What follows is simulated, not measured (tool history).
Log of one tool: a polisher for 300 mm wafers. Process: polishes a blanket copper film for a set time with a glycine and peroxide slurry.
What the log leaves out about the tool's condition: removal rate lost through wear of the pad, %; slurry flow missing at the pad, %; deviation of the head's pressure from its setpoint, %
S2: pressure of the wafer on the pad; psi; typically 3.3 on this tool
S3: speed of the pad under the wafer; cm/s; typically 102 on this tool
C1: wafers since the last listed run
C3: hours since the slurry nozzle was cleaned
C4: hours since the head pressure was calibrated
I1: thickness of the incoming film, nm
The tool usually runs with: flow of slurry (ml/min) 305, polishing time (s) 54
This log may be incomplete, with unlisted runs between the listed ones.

Run 1, hour 0.0: usual settings; C1 0; wafers polished on this pad 4455; C3 284.6; C4 245.8; I1 1043.2. Result: film removed (nm) 378.7.
At hour 0.5: worn pad replaced by a new one.
Run 2, hour 39.8: usual settings; C1 435; wafers polished on this pad 435; C3 324.4; C4 285.6; I1 1063.5. Result: film removed (nm) 376.0.
Run 3, hour 109.0: usual settings; C1 767; wafers polished on this pad 1203; C3 393.6; C4 354.8; I1 1078.0. Result: film removed (nm) 378.1.
Run 4, hour 148.8: usual settings; C1 441; wafers polished on this pad 1644; C3 433.4; C4 394.6; I1 1054.8. Result: film removed (nm) 381.1.
Run 5, hour 186.6: usual settings but flow of slurry (ml/min) 255; C1 419; wafers polished on this pad 2064; C3 471.2; C4 432.4; I1 1067.0. Result: film removed (nm) 375.0.
Run 6, hour 216.6: usual settings but S2 2.5 psi; C1 332; wafers polished on this pad 2396; C3 501.2; C4 462.4; I1 1055.4. Result: film removed (nm) 326.8.
At hour 247.9: slurry nozzle cleaned.
At hour 251.8: head pressure recalibrated.
Run 7, hour 254.2: usual settings but S2 2.5 psi; C1 383; wafers polished on this pad 2780; C3 6.3; C4 2.4; I1 1064.0. Result: film removed (nm) 324.0.
Run 8, hour 279.1: usual settings but S2 2.5 psi; C1 276; wafers polished on this pad 3056; C3 31.2; C4 27.3; I1 1063.4. Result: film removed (nm) 327.2.
Run 9, hour 317.8: usual settings; C1 429; wafers polished on this pad 3485; C3 69.9; C4 66.0; I1 1083.3. Result: film removed (nm) 384.1.
At hour 372.0: worn pad replaced by a new one.
Run 10, hour 386.6: usual settings; C1 718; wafers polished on this pad 161; C3 138.7; C4 134.8; I1 1078.7. Result: film removed (nm) 383.3.
Run 11, hour 434.9: usual settings; C1 535; wafers polished on this pad 697; C3 187.0; C4 183.1; I1 1063.1. Result: film removed (nm) 383.0.
Run 12, hour 480.9: usual settings but S3 88 cm/s; C1 510; wafers polished on this pad 1207; C3 233.0; C4 229.1; I1 1066.3. Result: film removed (nm) 334.4.
Run 13, hour 505.1: usual settings but S3 88 cm/s; C1 268; wafers polished on this pad 1475; C3 257.2; C4 253.3; I1 1045.6. Result: film removed (nm) 337.2.
Run 14, hour 554.7: usual settings; C1 550; wafers polished on this pad 2025; C3 306.8; C4 302.9; I1 1054.7. Result: film removed (nm) 382.3.
Run 15, hour 614.9: usual settings; C1 667; wafers polished on this pad 2693; C3 367.0; C4 363.1; I1 1061.0. Result: film removed (nm) 382.3.
At hour 753.2: slurry nozzle cleaned.
At hour 778.9: worn pad replaced by a new one.
At hour 798.7: head pressure recalibrated.
Run 16, hour 820.7: usual settings; C1 2204; wafers polished on this pad 440; C3 67.5; C4 22.0; I1 1065.0. Result: film removed (nm) 378.5.
Run 17, hour 882.4: usual settings; C1 684; wafers polished on this pad 1125; C3 129.2; C4 83.7; I1 1067.9. Result: film removed (nm) 375.1.
Run 18, hour 943.8: usual settings; C1 680; wafers polished on this pad 1806; C3 190.6; C4 145.1; I1 1050.5. Result: film removed (nm) 374.6.
Run 19, hour 986.9: usual settings; C1 478; wafers polished on this pad 2284; C3 233.7; C4 188.2; I1 1052.1. Result: film removed (nm) 379.6.
Run 20, hour 1023.3: usual settings but flow of slurry (ml/min) 275, S3 76 cm/s; C1 403; wafers polished on this pad 2688; C3 270.1; C4 224.6; I1 1072.2. Result: film removed (nm) 296.8.
Run 21, hour 1092.5: usual settings but flow of slurry (ml/min) 360, S3 124 cm/s, polishing time (s) 63; C1 767; wafers polished on this pad 3455; C3 339.3; C4 293.8; I1 1060.8. Result: film removed (nm) 523.1.
Run 22, hour 1151.4: usual settings but S3 76 cm/s, polishing time (s) 65; C1 653; wafers polished on this pad 4108; C3 398.2; C4 352.7; I1 1077.7. Result: film removed (nm) 366.8.
Run 23, hour 1191.0: usual settings but S2 3.0 psi; C1 439; wafers polished on this pad 4547; C3 437.8; C4 392.3; I1 1062.2. Result: film removed (nm) 354.2.
At hour 1206.9: slurry nozzle cleaned.
At hour 1218.3: worn pad replaced by a new one.
At hour 1232.5: head pressure recalibrated.
Run 24, hour 1261.3: usual settings but S2 2.8 psi, polishing time (s) 61; C1 702; wafers polished on this pad 454; C3 54.4; C4 28.8; I1 1075.1. Result: film removed (nm) 388.8.
Run 25, hour 1395.0: usual settings but flow of slurry (ml/min) 210, S2 4.3 psi, S3 126 cm/s, polishing time (s) 35; C1 1482; wafers polished on this pad 1937; C3 188.1; C4 162.5; I1 1061.4. Result: film removed (nm) 336.4.
Run 26, hour 1464.9: usual settings; C1 775; wafers polished on this pad 2713; C3 258.0; C4 232.4; I1 1046.5. Result: film removed (nm) 379.8.
Run 27, hour 1491.9: usual settings but flow of slurry (ml/min) 275, polishing time (s) 66; C1 299; wafers polished on this pad 3012; C3 285.0; C4 259.4; I1 1064.5. Result: film removed (nm) 453.2.
Run 28, hour 1552.4: usual settings but flow of slurry (ml/min) 265, S3 136 cm/s, polishing time (s) 67; C1 671; wafers polished on this pad 3683; C3 345.5; C4 319.9; I1 1044.6. Result: film removed (nm) 590.4.
At hour 1597.0: worn pad replaced by a new one.
Run 29, hour 1600.4: usual settings but S2 4.3 psi, S3 136 cm/s; C1 488; wafers polished on this pad 38; C3 393.5; C4 367.9; I1 1056.9. Result: film removed (nm) 574.2.
Run 30, hour 1645.7: usual settings but flow of slurry (ml/min) 230, polishing time (s) 60; C1 502; wafers polished on this pad 540; C3 438.8; C4 413.2; I1 1054.0. Result: film removed (nm) 409.4.
At hour 1711.7: slurry nozzle cleaned.
At hour 1716.0: head pressure recalibrated.
Run 31, hour 1746.4: usual settings; C1 1083; wafers polished on this pad 1624; C3 34.7; C4 30.4; I1 1064.6. Result: film removed (nm) 384.6.
Run 32, hour 1771.5: usual settings but flow of slurry (ml/min) 255, S2 4.1 psi; C1 278; wafers polished on this pad 1902; C3 59.8; C4 55.5; I1 1077.5. Result: film removed (nm) 435.5.
Run 33, hour 1829.3: usual settings but flow of slurry (ml/min) 335, S2 4.0 psi, S3 118 cm/s; C1 641; wafers polished on this pad 2543; C3 117.6; C4 113.3; I1 1062.8. Result: film removed (nm) 486.3.
Run 34, hour 1905.2: usual settings; C1 841; wafers polished on this pad 3385; C3 193.5; C4 189.2; I1 1058.2. Result: film removed (nm) 378.8.
At hour 2059.1: worn pad replaced by a new one.
Run 35, hour 2101.7: usual settings but flow of slurry (ml/min) 350, S2 2.8 psi; C1 2135; wafers polished on this pad 472; C3 390.0; C4 385.7; I1 1073.9. Result: film removed (nm) 344.6.
Run 36, hour 2164.5: usual settings but flow of slurry (ml/min) 370, polishing time (s) 39; C1 696; wafers polished on this pad 1169; C3 452.8; C4 448.5; I1 1055.9. Result: film removed (nm) 279.1.

Alternative continuations, all from the tool just after run 36; predict every row:
Run A, hour 2164.9: usual settings; C1 4; wafers polished on this pad 1173; C3 453.2; C4 448.9; I1 1071.5. Result: film removed (nm) ?.
Run B, hour 2164.9: usual settings but flow of slurry (ml/min) 250, S3 116 cm/s, polishing time (s) 42; C1 4; wafers polished on this pad 1173; C3 453.2; C4 448.9; I1 1071.5. Result: film removed (nm) ?.
Run C, hour 2164.9: usual settings but flow of slurry (ml/min) 380, S2 2.5 psi, S3 132 cm/s, polishing time (s) 35; C1 4; wafers polished on this pad 1173; C3 453.2; C4 448.9; I1 1071.5. Result: film removed (nm) ?.
Run D, hour 2164.9: usual settings but flow of slurry (ml/min) 260, polishing time (s) 40; C1 4; wafers polished on this pad 1173; C3 453.2; C4 448.9; I1 1071.5. Result: film removed (nm) ?.

run  film removed (nm)
  A              382.0
  B              324.8
  C              259.4
  D              279.8
With no hidden state in the tool, these same runs would have given:
run  film removed (nm)
  A              384.5
  B              327.9
  C              260.1
  D              282.4
